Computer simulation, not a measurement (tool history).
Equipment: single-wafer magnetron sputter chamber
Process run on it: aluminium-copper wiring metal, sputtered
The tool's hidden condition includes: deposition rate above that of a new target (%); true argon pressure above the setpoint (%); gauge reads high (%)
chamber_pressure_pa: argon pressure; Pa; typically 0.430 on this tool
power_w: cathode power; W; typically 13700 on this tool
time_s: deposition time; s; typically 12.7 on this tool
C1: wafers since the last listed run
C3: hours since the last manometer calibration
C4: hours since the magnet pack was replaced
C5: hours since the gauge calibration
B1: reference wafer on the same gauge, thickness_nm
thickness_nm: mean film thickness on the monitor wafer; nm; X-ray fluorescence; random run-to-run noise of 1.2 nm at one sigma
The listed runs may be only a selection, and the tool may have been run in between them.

Run 1, day 0.000: usual settings but chamber_pressure_pa 0.539 Pa; C1 0; wafers on the sputter target 10135; C3 641.1; C4 5896.1; C5 979.7; B1 292.011. Result: thickness_nm 261.242 nm.
Run 2, day 3.046: usual settings but chamber_pressure_pa 0.539 Pa; C1 2215; wafers on the sputter target 12351; C3 714.2; C4 5969.2; C5 1052.8; B1 291.935. Result: thickness_nm 262.319 nm.
At day 3.738: sputter target and shields replaced.
Run 3, day 4.662: usual settings but chamber_pressure_pa 0.539 Pa; C1 933; wafers on the sputter target 674; C3 753.0; C4 6008.0; C5 1091.6; B1 291.177. Result: thickness_nm 262.065 nm.
Run 4, day 8.271: usual settings but power_w 14550 W; C1 2624; wafers on the sputter target 3299; C3 839.6; C4 6094.6; C5 1178.2; B1 291.354. Result: thickness_nm 305.801 nm.
Run 5, day 11.004: usual settings but power_w 14550 W; C1 1988; wafers on the sputter target 5287; C3 905.2; C4 6160.2; C5 1243.8; B1 290.799. Result: thickness_nm 306.506 nm.
Run 6, day 14.033: usual settings but power_w 14550 W; C1 2203; wafers on the sputter target 7490; C3 977.9; C4 6232.9; C5 1316.5; B1 290.560. Result: thickness_nm 305.069 nm.
Run 7, day 17.133: usual settings; C1 2255; wafers on the sputter target 9746; C3 1052.3; C4 6307.3; C5 1390.9; B1 290.124. Result: thickness_nm 286.254 nm.
Run 8, day 18.767: usual settings; C1 1188; wafers on the sputter target 10934; C3 1091.5; C4 6346.5; C5 1430.1; B1 289.709. Result: thickness_nm 283.769 nm.
Run 9, day 21.350: usual settings; C1 1879; wafers on the sputter target 12813; C3 1153.5; C4 6408.5; C5 1492.1; B1 289.328. Result: thickness_nm 287.561 nm.
At day 23.071: sputter target and shields replaced.
Run 10, day 25.621: usual settings; C1 2864; wafers on the sputter target 1855; C3 1256.0; C4 6511.0; C5 1594.6; B1 288.555. Result: thickness_nm 286.020 nm.
Run 11, day 29.371: usual settings but chamber_pressure_pa 0.544 Pa; C1 2727; wafers on the sputter target 4583; C3 1346.0; C4 6601.0; C5 1684.6; B1 287.927. Result: thickness_nm 260.585 nm.
Run 12, day 39.796: usual settings but chamber_pressure_pa 0.537 Pa, power_w 11450 W; C1 7583; wafers on the sputter target 12166; C3 1596.2; C4 6851.2; C5 1934.8; B1 286.073. Result: thickness_nm 215.470 nm.
At day 41.021: sputter target and shields replaced.
Run 13, day 42.138: usual settings but chamber_pressure_pa 0.537 Pa, power_w 11450 W; C1 1460; wafers on the sputter target 812; C3 1652.4; C4 6907.4; C5 1991.0; B1 285.579. Result: thickness_nm 214.295 nm.
At day 43.625: magnet pack replaced.
Run 14, day 43.717: usual settings but time_s 13.8 s; C1 906; wafers on the sputter target 1719; C3 1690.3; C4 2.2; C5 2028.9; B1 285.636. Result: thickness_nm 306.063 nm.
Run 15, day 47.438: usual settings but time_s 13.8 s; C1 2706; wafers on the sputter target 4425; C3 1779.6; C4 91.5; C5 2118.2; B1 284.590. Result: thickness_nm 305.797 nm.
Run 16, day 51.767: usual settings but power_w 16600 W, time_s 14.5 s; C1 3149; wafers on the sputter target 7574; C3 1883.5; C4 195.4; C5 2222.1; B1 283.622. Result: thickness_nm 387.659 nm.
Run 17, day 55.625: usual settings but chamber_pressure_pa 0.591 Pa, time_s 14.6 s; C1 2806; wafers on the sputter target 10381; C3 1976.1; C4 288.0; C5 2314.7; B1 282.869. Result: thickness_nm 279.749 nm.
At day 59.121: gauge calibrated.
At day 59.867: sputter target and shields replaced.
At day 62.433: capacitance manometer re-zeroed and calibrated.
Run 18, day 63.062: usual settings but chamber_pressure_pa 0.294 Pa, power_w 10350 W; C1 4925; wafers on the sputter target 2083; C3 15.1; C4 466.5; C5 94.6; B1 296.509. Result: thickness_nm 252.402 nm.
Run 19, day 65.342: usual settings but chamber_pressure_pa 0.491 Pa, power_w 15100 W; C1 1657; wafers on the sputter target 3741; C3 69.8; C4 521.2; C5 149.3; B1 296.611. Result: thickness_nm 307.322 nm.
Run 20, day 67.575: usual settings but chamber_pressure_pa 0.315 Pa, power_w 11200 W, time_s 14.1 s; C1 1624; wafers on the sputter target 5365; C3 123.4; C4 574.8; C5 202.9; B1 296.619. Result: thickness_nm 296.218 nm.
Run 21, day 70.108: usual settings; C1 1842; wafers on the sputter target 7208; C3 184.2; C4 635.6; C5 263.7; B1 296.664. Result: thickness_nm 292.663 nm.
Run 22, day 72.179: usual settings; C1 1506; wafers on the sputter target 8715; C3 233.9; C4 685.3; C5 313.4; B1 296.370. Result: thickness_nm 293.899 nm.
Run 23, day 76.629: usual settings but chamber_pressure_pa 0.368 Pa, power_w 10700 W; C1 3237; wafers on the sputter target 11952; C3 340.7; C4 792.1; C5 420.2; B1 296.150. Result: thickness_nm 242.982 nm.
Run 24, day 79.179: usual settings but chamber_pressure_pa 0.539 Pa; C1 1854; wafers on the sputter target 13807; C3 401.9; C4 853.3; C5 481.4; B1 296.274. Result: thickness_nm 265.463 nm.
At day 81.238: sputter target and shields replaced.
Run 25, day 83.346: usual settings but power_w 10500 W; C1 2788; wafers on the sputter target 1534; C3 501.9; C4 953.3; C5 581.4; B1 296.027. Result: thickness_nm 223.704 nm.
Run 26, day 85.062: usual settings; C1 1248; wafers on the sputter target 2783; C3 543.1; C4 994.5; C5 622.6; B1 295.784. Result: thickness_nm 291.522 nm.
Run 27, day 88.558: usual settings; C1 2542; wafers on the sputter target 5326; C3 627.0; C4 1078.4; C5 706.5; B1 295.790. Result: thickness_nm 291.720 nm.
Run 28, day 92.675: usual settings but chamber_pressure_pa 0.531 Pa, power_w 16950 W, time_s 13.6 s; C1 2994; wafers on the sputter target 8320; C3 725.8; C4 1177.2; C5 805.3; B1 295.433. Result: thickness_nm 354.983 nm.
Run 29, day 97.067: usual settings; C1 3194; wafers on the sputter target 11515; C3 831.2; C4 1282.6; C5 910.7; B1 294.783. Result: thickness_nm 294.183 nm.
Run 30, day 101.371: usual settings but chamber_pressure_pa 0.537 Pa, power_w 11450 W; C1 3131; wafers on the sputter target 14646; C3 934.5; C4 1385.9; C5 1014.0; B1 294.486. Result: thickness_nm 221.286 nm.
At day 102.229: sputter target and shields replaced.
Run 31, day 102.967: usual settings but power_w 12100 W, time_s 10.8 s; C1 918; wafers on the sputter target 535; C3 972.8; C4 1424.2; C5 1052.3; B1 294.564. Result: thickness_nm 218.706 nm.

Consider 3 possible next runs. They are alternatives, not a sequence: every one starts from the tool as it was left by run 31. What does each give?
Run A, day 102.983: usual settings but power_w 16700 W; C1 12; wafers on the sputter target 547; C3 973.2; C4 1424.6; C5 1052.7; B1 ?. Result: thickness_nm ?.
Run B, day 102.983: usual settings but chamber_pressure_pa 0.564 Pa, power_w 16800 W, time_s 13.5 s; C1 12; wafers on the sputter target 547; C3 973.2; C4 1424.6; C5 1052.7; B1 ?. Result: thickness_nm ?.
Run C, day 102.983: usual settings but chamber_pressure_pa 0.322 Pa, power_w 14650 W; C1 12; wafers on the sputter target 547; C3 973.2; C4 1424.6; C5 1052.7; B1 ?. Result: thickness_nm ?.

run       B1  thickness_nm
  A  294.285       355.774
  B  294.285       338.900
  C  294.285       343.954
Without the tool's hidden state the same runs would have given:
run  thickness_nm
  A       357.745
  B       340.778
  C       345.859

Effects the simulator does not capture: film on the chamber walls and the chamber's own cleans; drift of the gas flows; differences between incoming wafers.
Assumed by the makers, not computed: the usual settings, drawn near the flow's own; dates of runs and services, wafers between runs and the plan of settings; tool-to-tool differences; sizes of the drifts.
